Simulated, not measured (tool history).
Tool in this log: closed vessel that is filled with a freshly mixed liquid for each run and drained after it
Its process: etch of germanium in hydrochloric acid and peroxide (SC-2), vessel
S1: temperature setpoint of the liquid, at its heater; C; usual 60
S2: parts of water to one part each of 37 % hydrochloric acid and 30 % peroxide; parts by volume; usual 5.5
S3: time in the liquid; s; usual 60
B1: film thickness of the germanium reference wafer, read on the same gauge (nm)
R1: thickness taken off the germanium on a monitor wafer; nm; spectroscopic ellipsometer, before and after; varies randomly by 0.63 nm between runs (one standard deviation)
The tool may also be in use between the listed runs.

| run | hour | S1 | S2 | S3 | B1 | R1 |
|---|---|---|---|---|---|---|
| 1 | 0 | 60 | 5.5 | 45 | 120.03 | 123.67 |
| 2 | 24.9 | 60 | 5.5 | 60 | 120.02 | 163.82 |
| 3 | 50.6 | 60 | 5.5 | 60 | 119.99 | 164.1 |
| 4 | 68.2 | 60 | 5.5 | 70 | 119.99 | 192.7 |
| 5 | 100.8 | 60 | 4 | 60 | 119.99 | 166.28 |
| 6 | 186.7 | 60 | 4 | 60 | 120 | 167.07 |
| 7 | 219.5 | 60 | 4 | 60 | 120 | 167 |
| 8 | 232.9 | 57.5 | 5.5 | 60 | 120 | 153.67 |
| 9 | 261.5 | 57.5 | 5.5 | 60 | 120 | 155 |
| 10 | 295.9 | 65 | 5.5 | 75 | 119.98 | 241.45 |
| 11 | 309.6 | 60 | 5.5 | 60 | 120.01 | 166.51 |
| 12 | 329.5 | 62.5 | 5.5 | 90 | 119.99 | 269.78 |
| 13 | 360.3 | 60 | 5.5 | 60 | 120.01 | 168.48 |
| 14 | 388.5 | 60 | 5.5 | 60 | 119.99 | 158.91 |
| 15 | 418.7 | 50.5 | 7 | 75 | 120.01 | 146.4 |
| 16 | 447.3 | 60 | 5.5 | 60 | 120.01 | 159.57 |
| 17 | 474.8 | 64 | 4 | 40 | 120 | 120.75 |
| 18 | 493.8 | 60 | 8.5 | 80 | 120 | 205.13 |
| 19 | 523.8 | 64.5 | 4 | 45 | 120.01 | 138.03 |
| 20 | 537.3 | 67 | 4.5 | 45 | 119.98 | 149.85 |
| 21 | 562.1 | 60 | 4.5 | 60 | 119.99 | 161.1 |
| 22 | 585.4 | 67 | 4.5 | 45 | 120 | 149.34 |
| 23 | 616 | 60 | 5.5 | 60 | 119.99 | 160.52 |

Not shown here: 4 entries made in the log between runs. Locate each between two listed runs and compare the hidden state at the listed run before it with the hidden state at the listed run after it:
Logged between run 8 and run 9: chemicals flow meter replaced (hour 258.3)
  liquid hotter than its thermometer reads (K): 1.59 -> 1.63
  measured value less the no-hidden-state value, R1: +7.26 -> +7.49 nm
Logged between run 9 and run 10: gauge calibrated (hour 286.8)
  liquid hotter than its thermometer reads (K): 1.63 -> 1.68
  measured value less the no-hidden-state value, R1: +7.49 -> +11.46 nm
Logged between run 13 and run 14: thermometer replaced (hour 362.1)
  liquid hotter than its thermometer reads (K): 1.78 -> 0.0669
  measured value less the no-hidden-state value, R1: +8.73 -> +0.34 nm
Logged between run 15 and run 16: new drum of peroxide connected (hour 446.3)
  liquid hotter than its thermometer reads (K): 0.112 -> 0.154
  measured value less the no-hidden-state value, R1: +0.51 -> +0.72 nm

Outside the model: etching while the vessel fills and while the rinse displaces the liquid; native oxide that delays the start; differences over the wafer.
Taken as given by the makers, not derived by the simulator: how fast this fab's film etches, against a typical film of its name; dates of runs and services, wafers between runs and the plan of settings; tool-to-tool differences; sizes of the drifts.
